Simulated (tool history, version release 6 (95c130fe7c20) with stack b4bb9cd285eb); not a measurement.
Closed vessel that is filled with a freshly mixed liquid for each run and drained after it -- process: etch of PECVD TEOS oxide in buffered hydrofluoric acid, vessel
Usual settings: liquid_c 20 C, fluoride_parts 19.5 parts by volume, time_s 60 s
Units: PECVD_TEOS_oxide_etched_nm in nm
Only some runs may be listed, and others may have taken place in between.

run,hour,liquid_c,fluoride_parts,time_s,"read-back film thickness of the PECVD TEOS oxide reference wafer, read on the same gauge (nm)",PECVD_TEOS_oxide_etched_nm
1,0,20,19.5,80,65.77,64
2,57.6,18,19.5,60,65.7,43.2
3,90.8,20,19.5,70,65.68,57.43
4,141.6,20,19.5,60,65.64,48.07
5,169.4,20,19.5,60,65.62,48.6
6,234.4,20,19.5,60,65.56,48.68
7,262.1,20,19.5,60,65.55,48.39
8,308.4,20,19.5,60,65.53,48.05
# hour 334.7: thermometer replaced
9,355.4,23,19.5,60,65.48,56.9
10,413.2,20,19.5,60,65.46,48.8
11,481.4,20,19.5,60,65.43,48.15
12,512.8,20,19.5,60,65.41,48.77
13,537.4,20,19.5,60,65.43,48.58
# hour 566.8: gauge calibrated
14,603.4,17,19.5,60,69.07,42.65
15,674.1,17,19.5,60,68.51,42.43
16,698.8,20,16.5,60,68.34,58.45
17,726,17.5,19.5,35,68.14,25.71
18,752.7,20,19.5,60,67.97,49.83
19,794.6,18.5,19.5,35,67.73,26.53
20,855.1,23,16,30,67.38,35.6
# hour 860.3: thermometer replaced
# hour 902.9: hydrofluoric acid flow meter replaced
21,913.8,17,15,30,67.09,26.7
22,977.6,20,19.5,50,66.82,40.71
23,1016.2,24,13.5,35,66.66,50.78
24,1056.4,23,19.5,60,66.51,58.22
25,1081.9,20,19.5,60,66.43,48.82
26,1129,24,14.5,60,66.31,81.33
27,1195.2,23,13,60,66.08,86.16
28,1247.5,20,27,60,65.94,38.55
29,1277.2,20,19.5,60,65.88,48.89
30,1337.9,20,13.5,45,65.75,51.81
31,1383.7,24,22,30,65.64,27.79
32,1445.1,22.5,23,90,65.53,73.15
33,1472.4,18,19.5,75,65.5,53.94
# hour 1473.4: thermometer replaced
34,1517.3,20,19.5,35,65.41,28.38

Branching from run 34: 3 alternative next runs. What would each branch give?
A,1518,24,19.5,60,?,?
B,1518,17,16.5,50,?,?
C,1518,20,23,80,?,?

run,"read-back film thickness of the PECVD TEOS oxide reference wafer, read on the same gauge (nm)",PECVD_TEOS_oxide_etched_nm
A,65.41,60.18
B,65.41,39.97
C,65.41,56.93
With the hidden condition removed and each run's random variation left untouched, the same runs would have given:
run,PECVD_TEOS_oxide_etched_nm
A,64.4
B,42.78
C,60.92

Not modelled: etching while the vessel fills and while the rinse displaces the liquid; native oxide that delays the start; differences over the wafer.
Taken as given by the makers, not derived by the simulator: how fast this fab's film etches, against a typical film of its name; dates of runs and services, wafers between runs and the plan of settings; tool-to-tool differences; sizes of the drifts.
